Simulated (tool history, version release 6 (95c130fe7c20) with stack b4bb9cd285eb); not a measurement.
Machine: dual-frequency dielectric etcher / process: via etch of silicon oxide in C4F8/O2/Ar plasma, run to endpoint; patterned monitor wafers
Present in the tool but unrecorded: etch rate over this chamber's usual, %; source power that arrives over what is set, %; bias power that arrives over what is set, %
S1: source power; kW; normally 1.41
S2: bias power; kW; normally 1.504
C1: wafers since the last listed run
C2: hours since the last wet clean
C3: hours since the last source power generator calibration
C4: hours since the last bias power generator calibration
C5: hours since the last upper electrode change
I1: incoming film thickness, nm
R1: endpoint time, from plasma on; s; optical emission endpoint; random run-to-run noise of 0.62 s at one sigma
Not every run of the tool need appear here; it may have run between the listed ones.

Run 1, hour 0: usual settings but S1 1.17 kW, S2 1.611 kW; C1 0; C2 31.2; C3 1059.4; C4 462.2; C5 3889; I1 805.7. Result: R1 209.2 s.
Run 2, hour 294.8: usual settings but S1 1.17 kW, S2 1.611 kW; C1 1405; C2 326; C3 1354.2; C4 757; C5 4183.8; I1 815.7. Result: R1 211 s.
At hour 357.2: wet clean of the chamber.
Run 3, hour 418.4: usual settings but S1 1.17 kW, S2 1.611 kW; C1 474; C2 61.2; C3 1477.8; C4 880.6; C5 4307.4; I1 807.6. Result: R1 208.5 s.
Run 4, hour 521.2: usual settings but S1 1.31 kW, S2 1.312 kW; C1 490; C2 164; C3 1580.6; C4 983.4; C5 4410.2; I1 802.9. Result: R1 210.2 s.
At hour 573.4: upper electrode replaced.
Run 5, hour 611.7: usual settings but S1 1.31 kW, S2 1.312 kW; C1 317; C2 254.5; C3 1671.1; C4 1073.9; C5 38.3; I1 813.7. Result: R1 212.4 s.
At hour 639.7: source power generator calibrated.
Run 6, hour 672.3: usual settings but S1 1.31 kW, S2 1.312 kW; C1 269; C2 315.1; C3 32.6; C4 1134.5; C5 98.9; I1 805.4. Result: R1 216.2 s.
At hour 730.1: wet clean of the chamber.
Run 7, hour 761: usual settings; C1 308; C2 30.9; C3 121.3; C4 1223.2; C5 187.6; I1 811. Result: R1 202.2 s.
Run 8, hour 851.8: usual settings; C1 433; C2 121.7; C3 212.1; C4 1314; C5 278.4; I1 813.9. Result: R1 203 s.
Run 9, hour 893.4: usual settings but S1 1.17 kW, S2 1.611 kW; C1 198; C2 163.3; C3 253.7; C4 1355.6; C5 320; I1 803.7. Result: R1 209.9 s.
Run 10, hour 962.6: usual settings but S1 1.12 kW, S2 1.762 kW; C1 330; C2 232.5; C3 322.9; C4 1424.8; C5 389.2; I1 805. Result: R1 209.1 s.
Run 11, hour 1017.5: usual settings but S1 1.29 kW, S2 1.804 kW; C1 261; C2 287.4; C3 377.8; C4 1479.7; C5 444.1; I1 811.7. Result: R1 197.8 s.
At hour 1032.9: bias power generator calibrated.
At hour 1089.2: wet clean of the chamber.
Run 12, hour 1089.7: usual settings but S1 1.17 kW, S2 1.652 kW; C1 210; C2 0.5; C3 450; C4 56.8; C5 516.3; I1 811.7. Result: R1 210.5 s.
Run 13, hour 1178.9: usual settings but S2 1.682 kW; C1 425; C2 89.7; C3 539.2; C4 146; C5 605.5; I1 808.5. Result: R1 194.2 s.
Run 14, hour 1276.5: usual settings but S1 1.65 kW, S2 1.798 kW; C1 465; C2 187.3; C3 636.8; C4 243.6; C5 703.1; I1 810.2. Result: R1 180.4 s.
Run 15, hour 1337.1: usual settings but S1 1.08 kW, S2 1.214 kW; C1 289; C2 247.9; C3 697.4; C4 304.2; C5 763.7; I1 809.2. Result: R1 235.9 s.
Run 16, hour 1437.7: usual settings but S1 1.66 kW, S2 1.701 kW; C1 479; C2 348.5; C3 798; C4 404.8; C5 864.3; I1 807.1. Result: R1 180.5 s.
At hour 1498.3: wet clean of the chamber.
Run 17, hour 1520.9: usual settings but S2 1.612 kW; C1 282; C2 22.6; C3 881.2; C4 488; C5 947.5; I1 811.8. Result: R1 196.9 s.

What would each run have given without the hidden state, its run-to-run variation left as it was?
run     R1
  1  211.1
  2  213.7
  3  211.6
  4  213.8
  5  216.3
  6  215.8
  7  201.9
  8  202.6
  9  209.6
 10  208.9
 11  197.6
 12  210.3
 13  194.2
 14  180.5
 15  236.2
 16  180.8
 17  197.4
